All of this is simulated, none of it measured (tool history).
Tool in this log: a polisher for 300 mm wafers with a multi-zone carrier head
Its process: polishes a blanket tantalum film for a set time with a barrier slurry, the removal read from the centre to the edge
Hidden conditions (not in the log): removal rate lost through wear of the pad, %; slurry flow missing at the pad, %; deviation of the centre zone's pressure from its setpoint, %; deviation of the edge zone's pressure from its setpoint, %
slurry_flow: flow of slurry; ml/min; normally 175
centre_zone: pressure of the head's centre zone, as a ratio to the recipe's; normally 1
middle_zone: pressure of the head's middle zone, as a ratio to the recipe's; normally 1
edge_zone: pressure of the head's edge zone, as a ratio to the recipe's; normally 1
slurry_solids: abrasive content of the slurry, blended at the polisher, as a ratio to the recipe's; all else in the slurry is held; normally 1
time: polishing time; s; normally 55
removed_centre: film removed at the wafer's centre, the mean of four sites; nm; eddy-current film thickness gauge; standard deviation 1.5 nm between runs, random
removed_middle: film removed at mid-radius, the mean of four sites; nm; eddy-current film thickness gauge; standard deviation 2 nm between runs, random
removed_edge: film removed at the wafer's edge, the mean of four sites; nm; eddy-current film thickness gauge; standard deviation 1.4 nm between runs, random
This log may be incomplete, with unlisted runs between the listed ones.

| run | hour | slurry_flow | centre_zone | middle_zone | edge_zone | slurry_solids | time | wafers since the last listed run | wafers polished on this pad | hours since the slurry nozzle was cleaned | hours since the centre zone pressure was calibrated | hours since the edge zone pressure was calibrated | hours since the carrier head's membrane was replaced | incoming thickness of the incoming film, nm | removed_centre | removed_middle | removed_edge |
|---|---|---|---|---|---|---|---|---|---|---|---|---|---|---|---|---|---|
| 1 | 0 | 175 | 1 | 1 | 1 | 1 | 61 | 0 | 753 | 29.2 | 29.3 | 548.1 | 739.3 | 434.3 | 153.4 | 147.2 | 151 |
| 2 | 16 | 175 | 1 | 1 | 1 | 1 | 55 | 195 | 949 | 45.2 | 45.3 | 564.1 | 755.3 | 429.1 | 139.7 | 135.3 | 138.4 |
| 3 | 22.9 | 175 | 1 | 1 | 1 | 1 | 55 | 84 | 1034 | 52.1 | 52.2 | 571 | 762.2 | 434.1 | 140.7 | 135.5 | 140.7 |
|  | 30.8 | worn pad replaced by a new one |
| 4 | 38.2 | 175 | 1 | 1 | 1 | 1 | 55 | 138 | 90 | 67.4 | 67.5 | 586.3 | 777.5 | 433.1 | 137.3 | 131.8 | 141.8 |
| 5 | 47.6 | 220 | 0.9 | 1 | 0.91 | 0.7 | 55 | 115 | 205 | 76.8 | 76.9 | 595.7 | 786.9 | 431 | 113.5 | 121.9 | 117.2 |
| 6 | 65.4 | 175 | 1 | 1.03 | 1 | 1 | 44 | 217 | 423 | 94.6 | 94.7 | 613.5 | 804.7 | 436.2 | 108.8 | 110.3 | 109.6 |
| 7 | 82.6 | 230 | 1 | 1 | 0.95 | 1 | 55 | 210 | 633 | 111.8 | 111.9 | 630.7 | 821.9 | 426.6 | 147.2 | 143.5 | 139.1 |
| 8 | 90.2 | 175 | 1 | 1 | 1 | 1 | 55 | 93 | 726 | 119.4 | 119.5 | 638.3 | 829.5 | 428.9 | 138.9 | 135.6 | 138.8 |
| 9 | 99.9 | 175 | 0.9 | 1 | 1 | 1 | 67 | 118 | 845 | 129.1 | 129.2 | 648 | 839.2 | 431.2 | 153.6 | 165.6 | 169 |
|  | 110.7 | worn pad replaced by a new one |
|  | 134.7 | edge zone pressure recalibrated |
| 10 | 135.2 | 210 | 0.92 | 1 | 1 | 0.85 | 55 | 358 | 275 | 164.4 | 164.5 | 0.5 | 874.5 | 424.5 | 124.7 | 132.6 | 134.6 |
| 11 | 140.8 | 175 | 1 | 1 | 1 | 1 | 63 | 68 | 343 | 170 | 170.1 | 6.1 | 880.1 | 431 | 158.4 | 152.9 | 158.7 |
| 12 | 151.8 | 175 | 1 | 1 | 1 | 1 | 55 | 134 | 478 | 181 | 181.1 | 17.1 | 891.1 | 426.6 | 138.3 | 131.7 | 137.7 |
|  | 160.1 | carrier head's membrane replaced by a new one |
| 13 | 161.5 | 210 | 1.12 | 0.95 | 1 | 1 | 55 | 57 | 535 | 190.7 | 190.8 | 26.8 | 1.4 | 437.2 | 159.1 | 133.6 | 141.2 |
| 14 | 170.4 | 130 | 1 | 1 | 1 | 1 | 62 | 108 | 644 | 199.6 | 199.7 | 35.7 | 10.3 | 424 | 143.4 | 145.3 | 147.6 |
| 15 | 182.4 | 145 | 1 | 1 | 1 | 1 | 55 | 146 | 791 | 211.6 | 211.7 | 47.7 | 22.3 | 428.3 | 132.2 | 131.4 | 134.4 |
| 16 | 196.3 | 175 | 1 | 1 | 1 | 1 | 55 | 170 | 961 | 225.5 | 225.6 | 61.6 | 36.2 | 426.5 | 136.3 | 134.6 | 136.5 |
|  | 207.6 | worn pad replaced by a new one |
| 17 | 212.8 | 175 | 1.09 | 1 | 0.92 | 1 | 55 | 152 | 63 | 242 | 242.1 | 78.1 | 52.7 | 426.1 | 148.2 | 135.2 | 133.2 |
| 18 | 226.5 | 175 | 1 | 1 | 1 | 1 | 42 | 167 | 230 | 255.7 | 255.8 | 91.8 | 66.4 | 425.9 | 102.6 | 103 | 106 |
| 19 | 236.9 | 175 | 1 | 1 | 1 | 1 | 55 | 127 | 358 | 266.1 | 266.2 | 102.2 | 76.8 | 434.6 | 135.7 | 134.6 | 139.4 |
| 20 | 243.7 | 175 | 1.1 | 1 | 1 | 1 | 55 | 83 | 441 | 272.9 | 273 | 109 | 83.6 | 425.3 | 147.8 | 138.9 | 136.4 |
| 21 | 254.7 | 135 | 1 | 1 | 1 | 1 | 55 | 134 | 575 | 283.9 | 284 | 120 | 94.6 | 431.5 | 126.7 | 124.5 | 134.4 |

Alternative continuations, all from the tool just after run 21; predict every row:
| A | 255.1 | 175 | 1 | 1 | 1 | 1 | 55 | 4 | 580 | 284.3 | 284.4 | 120.4 | 95 | 433.4 | ? | ? | ? |
| B | 255.1 | 175 | 1 | 1 | 1 | 0.85 | 55 | 4 | 580 | 284.3 | 284.4 | 120.4 | 95 | 433.4 | ? | ? | ? |
| C | 255.1 | 175 | 1 | 1.07 | 1 | 1 | 55 | 4 | 580 | 284.3 | 284.4 | 120.4 | 95 | 433.4 | ? | ? | ? |
| D | 255.1 | 175 | 1.11 | 1 | 1 | 1 | 55 | 4 | 580 | 284.3 | 284.4 | 120.4 | 95 | 433.4 | ? | ? | ? |
| E | 255.1 | 155 | 1 | 0.92 | 1 | 1 | 55 | 4 | 580 | 284.3 | 284.4 | 120.4 | 95 | 433.4 | ? | ? | ? |

| run | removed_centre | removed_middle | removed_edge |
|---|---|---|---|
| A | 136.7 | 135.5 | 136.2 |
| B | 129.1 | 127.9 | 128.6 |
| C | 136.8 | 143.5 | 136.1 |
| D | 151.9 | 135.4 | 136.2 |
| E | 132.8 | 123.2 | 133.9 |
Had the tool no hidden state, the same runs would have come out as:
| run | removed_centre | removed_middle | removed_edge |
|---|---|---|---|
| A | 139.7 | 137.2 | 137.5 |
| B | 131.9 | 129.5 | 129.8 |
| C | 139.8 | 145.3 | 137.3 |
| D | 155.2 | 137.1 | 137.5 |
| E | 136 | 124.9 | 135.3 |
